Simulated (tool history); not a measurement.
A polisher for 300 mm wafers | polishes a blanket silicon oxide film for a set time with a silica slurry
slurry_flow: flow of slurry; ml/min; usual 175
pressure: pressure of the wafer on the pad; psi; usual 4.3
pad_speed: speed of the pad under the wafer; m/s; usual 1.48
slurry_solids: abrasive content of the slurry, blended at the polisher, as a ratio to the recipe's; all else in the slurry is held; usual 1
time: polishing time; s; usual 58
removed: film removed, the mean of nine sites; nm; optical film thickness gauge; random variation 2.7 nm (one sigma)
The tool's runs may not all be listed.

run   hour  slurry_flow  pressure  pad_speed  slurry_solids  time  wafers since the last listed run  wafers polished on this pad  hours since the slurry nozzle was cleaned  hours since the head pressure was calibrated  hours since the slurry blender was calibrated  hours since the conditioning disc was replaced  incoming thickness of the incoming film, nm  removed
  1      0          175       4.3       1.48           0.75    44                                 0                          234                                       32.8                                          47.5                                          270.1                                           101.1                                       1528.5      180
  2   69.3          175       4.3       1.48           0.75    44                               408                          642                                      102.1                                         116.8                                          339.4                                           170.4                                       1566.5    180.9
      99.7  -- conditioning disc replaced and pad reconditioned
     114.4  -- slurry blender recalibrated
  3  114.9          175       4.3       1.48           0.75    44                               244                          887                                      147.7                                         162.4                                            0.5                                            15.2                                       1543.5    180.2
     183.9  -- worn pad replaced by a new one
  4  184.4          175       4.3       1.48              1    58                               385                            3                                      217.2                                         231.9                                             70                                            84.7                                       1544.5    261.9
  5  284.8          175       4.3       1.48              1    58                               591                          594                                      317.6                                         332.3                                          170.4                                           185.1                                       1554.5    259.7
     306.3  -- slurry nozzle cleaned
     338.9  -- conditioning disc replaced and pad reconditioned
  6  357.1          220       4.3       1.48              1    58                               408                         1002                                       50.8                                         404.6                                          242.7                                            18.2                                       1578.7    266.4
     367.8  -- worn pad replaced by a new one
  7  464.4          220       4.3       1.48              1    58                               608                          568                                      158.1                                         511.9                                            350                                           125.5                                       1575.2    253.8
     509.7  -- slurry blender recalibrated
  8  533.9          175       4.3       1.48            0.9    42                               397                          966                                      227.6                                         581.4                                           24.2                                             195                                       1589.1    169.2
     576.1  -- worn pad replaced by a new one, of another model than before
     595.6  -- conditioning disc replaced and pad reconditioned
  9  611.9          200       4.3       1.48              1    58                               424                          198                                      305.6                                         659.4                                          102.2                                            16.3                                       1555.8    251.7

Run 10 comes next. What will it give?
     618.6  -- slurry nozzle cleaned
 10  658.5          175       5.8       1.68           0.75    38                               268                          467                                       39.9                                           706                                          148.8                                            62.9                                       1558.7        ?

Run 10 gave removed 190.5 nm.
Without the tool's hidden state the same run would have given removed 206.7 nm.
